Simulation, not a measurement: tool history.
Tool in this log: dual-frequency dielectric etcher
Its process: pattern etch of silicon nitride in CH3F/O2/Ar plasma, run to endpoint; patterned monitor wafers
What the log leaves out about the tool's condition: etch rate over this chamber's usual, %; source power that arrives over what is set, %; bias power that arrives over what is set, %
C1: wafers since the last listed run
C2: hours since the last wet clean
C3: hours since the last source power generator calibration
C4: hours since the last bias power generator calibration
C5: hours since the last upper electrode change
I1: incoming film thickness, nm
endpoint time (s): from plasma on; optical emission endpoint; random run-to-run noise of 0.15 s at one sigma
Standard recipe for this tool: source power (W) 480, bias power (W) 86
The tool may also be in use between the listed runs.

{"run": 1, "hour": 0.0, "source power (W)": 480, "bias power (W)": 86, "C1": 0, "C2": 235.6, "C3": 2831.4, "C4": 3605.2, "C5": 4765.1, "I1": 40.62, "endpoint time (s)": 52.3}
{"run": 2, "hour": 63.3, "source power (W)": 480, "bias power (W)": 86, "C1": 803, "C2": 298.9, "C3": 2894.7, "C4": 3668.5, "C5": 4828.4, "I1": 40.72, "endpoint time (s)": 52.7}
{"run": 3, "hour": 127.1, "source power (W)": 390, "bias power (W)": 86, "C1": 809, "C2": 362.7, "C3": 2958.5, "C4": 3732.3, "C5": 4892.2, "I1": 40.76, "endpoint time (s)": 59.1}
{"run": 4, "hour": 184.1, "source power (W)": 480, "bias power (W)": 86, "C1": 723, "C2": 419.7, "C3": 3015.5, "C4": 3789.3, "C5": 4949.2, "I1": 39.88, "endpoint time (s)": 52.2}
{"run": 5, "hour": 252.4, "source power (W)": 480, "bias power (W)": 86, "C1": 867, "C2": 488.0, "C3": 3083.8, "C4": 3857.6, "C5": 5017.5, "I1": 40.32, "endpoint time (s)": 52.4}
{"run": 6, "hour": 311.5, "source power (W)": 480, "bias power (W)": 86, "C1": 750, "C2": 547.1, "C3": 3142.9, "C4": 3916.7, "C5": 5076.6, "I1": 40.66, "endpoint time (s)": 53.1}
{"hour": 340.8, "done": "wet clean of the chamber"}
{"run": 7, "hour": 380.2, "source power (W)": 560, "bias power (W)": 86, "C1": 567, "C2": 39.4, "C3": 3211.6, "C4": 3985.4, "C5": 5145.3, "I1": 40.63, "endpoint time (s)": 47.5}
{"run": 8, "hour": 405.0, "source power (W)": 560, "bias power (W)": 86, "C1": 314, "C2": 64.2, "C3": 3236.4, "C4": 4010.2, "C5": 5170.1, "I1": 40.46, "endpoint time (s)": 47.5}
{"run": 9, "hour": 475.4, "source power (W)": 450, "bias power (W)": 86, "C1": 893, "C2": 134.6, "C3": 3306.8, "C4": 4080.6, "C5": 5240.5, "I1": 40.36, "endpoint time (s)": 53.3}
{"run": 10, "hour": 511.0, "source power (W)": 550, "bias power (W)": 107, "C1": 451, "C2": 170.2, "C3": 3342.4, "C4": 4116.2, "C5": 5276.1, "I1": 40.59, "endpoint time (s)": 44.8}
{"hour": 557.2, "done": "source power generator calibrated"}
{"run": 11, "hour": 582.0, "source power (W)": 400, "bias power (W)": 92, "C1": 850, "C2": 241.2, "C3": 24.8, "C4": 4187.2, "C5": 5347.1, "I1": 40.48, "endpoint time (s)": 56.1}
{"run": 12, "hour": 640.6, "source power (W)": 480, "bias power (W)": 73, "C1": 743, "C2": 299.8, "C3": 83.4, "C4": 4245.8, "C5": 5405.7, "I1": 40.49, "endpoint time (s)": 55.2}
{"hour": 669.5, "done": "bias power generator calibrated"}
{"run": 13, "hour": 739.4, "source power (W)": 480, "bias power (W)": 86, "C1": 1203, "C2": 398.6, "C3": 182.2, "C4": 69.9, "C5": 5504.5, "I1": 40.21, "endpoint time (s)": 52.3}
{"hour": 926.5, "done": "upper electrode replaced"}
{"hour": 942.1, "done": "wet clean of the chamber"}
{"run": 14, "hour": 951.3, "source power (W)": 560, "bias power (W)": 77, "C1": 2187, "C2": 9.2, "C3": 394.1, "C4": 281.8, "C5": 24.8, "I1": 40.58, "endpoint time (s)": 49.4}
{"run": 15, "hour": 984.6, "source power (W)": 480, "bias power (W)": 66, "C1": 422, "C2": 42.5, "C3": 427.4, "C4": 315.1, "C5": 58.1, "I1": 40.63, "endpoint time (s)": 56.9}
{"run": 16, "hour": 1038.1, "source power (W)": 440, "bias power (W)": 104, "C1": 679, "C2": 96.0, "C3": 480.9, "C4": 368.6, "C5": 111.6, "I1": 40.36, "endpoint time (s)": 50.5}
{"run": 17, "hour": 1080.5, "source power (W)": 480, "bias power (W)": 79, "C1": 538, "C2": 138.4, "C3": 523.3, "C4": 411.0, "C5": 154.0, "I1": 40.06, "endpoint time (s)": 52.8}
{"run": 18, "hour": 1267.3, "source power (W)": 480, "bias power (W)": 86, "C1": 2371, "C2": 325.2, "C3": 710.1, "C4": 597.8, "C5": 340.8, "I1": 40.17, "endpoint time (s)": 51.9}

Branching from run 18: 5 alternative next runs. What would each branch give?
{"run": "A", "hour": 1267.7, "source power (W)": 480, "bias power (W)": 86, "C1": 5, "C2": 325.6, "C3": 710.5, "C4": 598.2, "C5": 341.2, "I1": 40.68, "endpoint time (s)": "?"}
{"run": "B", "hour": 1267.7, "source power (W)": 450, "bias power (W)": 93, "C1": 5, "C2": 325.6, "C3": 710.5, "C4": 598.2, "C5": 341.2, "I1": 40.68, "endpoint time (s)": "?"}
{"run": "C", "hour": 1267.7, "source power (W)": 430, "bias power (W)": 69, "C1": 5, "C2": 325.6, "C3": 710.5, "C4": 598.2, "C5": 341.2, "I1": 40.68, "endpoint time (s)": "?"}
{"run": "D", "hour": 1267.7, "source power (W)": 430, "bias power (W)": 86, "C1": 5, "C2": 325.6, "C3": 710.5, "C4": 598.2, "C5": 341.2, "I1": 40.68, "endpoint time (s)": "?"}
{"run": "E", "hour": 1267.7, "source power (W)": 450, "bias power (W)": 66, "C1": 5, "C2": 325.6, "C3": 710.5, "C4": 598.2, "C5": 341.2, "I1": 40.68, "endpoint time (s)": "?"}

run=A endpoint_time_(s)=52.5
run=B endpoint_time_(s)=52.8
run=C endpoint_time_(s)=60.3
run=D endpoint_time_(s)=55.7
run=E endpoint_time_(s)=59.8
Had the tool no hidden state, the same runs would have come out as:
run=A endpoint_time_(s)=51.3
run=B endpoint_time_(s)=51.6
run=C endpoint_time_(s)=58.9
run=D endpoint_time_(s)=54.4
run=E endpoint_time_(s)=58.4
